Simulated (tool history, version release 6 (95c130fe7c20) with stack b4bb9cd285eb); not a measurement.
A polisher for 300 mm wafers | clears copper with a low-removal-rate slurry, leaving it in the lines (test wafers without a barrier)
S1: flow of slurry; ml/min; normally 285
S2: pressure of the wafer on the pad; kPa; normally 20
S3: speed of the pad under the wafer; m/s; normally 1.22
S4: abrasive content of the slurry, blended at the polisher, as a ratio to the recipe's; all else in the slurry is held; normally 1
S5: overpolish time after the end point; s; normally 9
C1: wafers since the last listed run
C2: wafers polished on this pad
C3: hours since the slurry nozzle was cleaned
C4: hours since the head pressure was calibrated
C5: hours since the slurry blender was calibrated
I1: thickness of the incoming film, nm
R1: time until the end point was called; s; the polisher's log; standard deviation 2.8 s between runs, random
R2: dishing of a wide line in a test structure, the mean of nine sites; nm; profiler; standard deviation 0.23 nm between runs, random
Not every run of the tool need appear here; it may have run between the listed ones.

run    hour   S1    S2    S3    S4  S5    C1    C2     C3      C4     C5     I1     R1    R2
  1       0  285    20  1.22     1   9     0   725   56.6   634.4   30.4  482.2  158.9  15.9
  2    41.5  285    20  1.22     1   9   197   923   98.1   675.9   71.9  482.5  162.5  15.9
  3    96.2  285    20  1.22     1   9   260  1184  152.8   730.6  126.6  494.4  166.5  15.7
  4   381.7  285    20  1.22     1   9  1359  2544  438.3  1016.1  412.1  487.5  167.9  15.3
      388.7  -- head pressure recalibrated
  5   447.5  285    20  1.22     1   9   303  2847  504.1    58.8  477.9  494.6  179.8  14.7
      533.2  -- worn pad replaced by a new one
      549.1  -- slurry blender recalibrated
        567  -- slurry nozzle cleaned
  6   586.7  285    20  1.22     1   9   629   240   19.7     198   37.6  485.5  165.7  15.7
  7   687.6  285    20  1.22     1   9   480   721  120.6   298.9  138.5  485.1  168.9  15.5
  8   724.1  285    20  1.22     1   9   173   895  157.1   335.4    175  480.4  165.8  15.8
  9   781.8  365  22.8   1.5     1  12   274  1169  214.8   393.1  232.7  489.6  123.6  23.8
 10   850.7  285    20  1.22   0.7   8   328  1498  283.7     462  301.6  499.7  185.3  13.5
 11   937.2  350    20  1.22     1   9   412  1910  370.2   548.5  388.1  485.5  170.4  15.5
 12  1009.7  285    20  1.22     1   9   345  2255  442.7     621  460.6  487.5  171.1    15
       1122  -- worn pad replaced by a new one
     1188.7  -- slurry blender recalibrated
     1230.8  -- slurry nozzle cleaned
 13  1293.6  225    20     1     1   9  1318   803   62.8   904.9  104.9  487.6    205  13.5
 14  1357.5  345    20  1.22  1.25   9   304  1107  126.7   968.8  168.8  488.9  159.9  16.1
 15  1454.9  350  26.9  1.22   0.9   9   463  1571  224.1  1066.2  266.2  495.3  131.6  18.6
 16  1560.6  385  17.2  1.22     1   9   503  2074  329.8  1171.9  371.9    494  187.4  13.8
     1595.9  -- head pressure recalibrated
 17  1599.1  345    20  1.22  1.25   9   173  2248  368.3     3.2  410.4  492.8  165.8  16.1
 18  1636.3  380  17.9  1.22     1   9   177  2426  405.5    40.4  447.6    489  196.1  14.2
 19  1698.5  285    20  1.22     1   9   296  2722  467.7   102.6  509.8  488.8  181.1    15
     1759.4  -- worn pad replaced by a new one
 20  1800.3  285  22.1  1.22     1   9   465   194  569.5   204.4  611.6  493.9  159.2  16.3
       1804  -- slurry nozzle cleaned
 21  1854.3  285    20  1.22     1   9   252   447   50.3   258.4  665.6    488  180.8    15
     1873.1  -- slurry blender recalibrated
 22  1909.5  285    20  1.54     1   6   253   700  105.5   313.6   36.4  487.8    136  13.1
 23  1985.6  285    20  0.84   0.7   9   362  1062  181.6   389.7  112.5  480.6  241.2  11.4
 24    2052  285    20  1.22     1   9   316  1379    248   456.1  178.9  491.7  168.9  15.3
 25  2095.3  285  24.8  1.22     1   6   206  1585  291.3   499.4  222.2  493.2    145  12.8
 26  2183.1  285    20  1.54     1   6   418  2003  379.1   587.2    310    493  144.1  12.9
 27  2243.5  200    20  1.22     1   9   287  2291  439.5   647.6  370.4  487.4  185.4  14.4
 28  2319.3  205    20  1.22     1   9   361  2652  515.3   723.4  446.2  488.1  180.5  14.4
 29  2362.7  285    20  1.22     1   9   206  2859  558.7   766.8  489.6  491.6  176.1  15.1

Below are 3 alternative next runs, each starting from the tool's condition after run 29. Predict each:
  A  2363.2  285    20  1.22    1   9   2  2861  559.2  767.3  490.1  486.7   ?   ?
  B  2363.2  285    20  1.22  0.8   9   2  2861  559.2  767.3  490.1  486.7   ?   ?
  C  2363.2  230  24.1  1.22    1   9   2  2861  559.2  767.3  490.1  486.7   ?   ?

run     R1    R2
  A  180.2  14.9
  B  187.2  14.5
  C  155.3  16.7
Without the tool's hidden state the same runs would have given:
run     R1    R2
  A  165.7  15.9
  B  172.5  15.4
  C  142.8  17.8
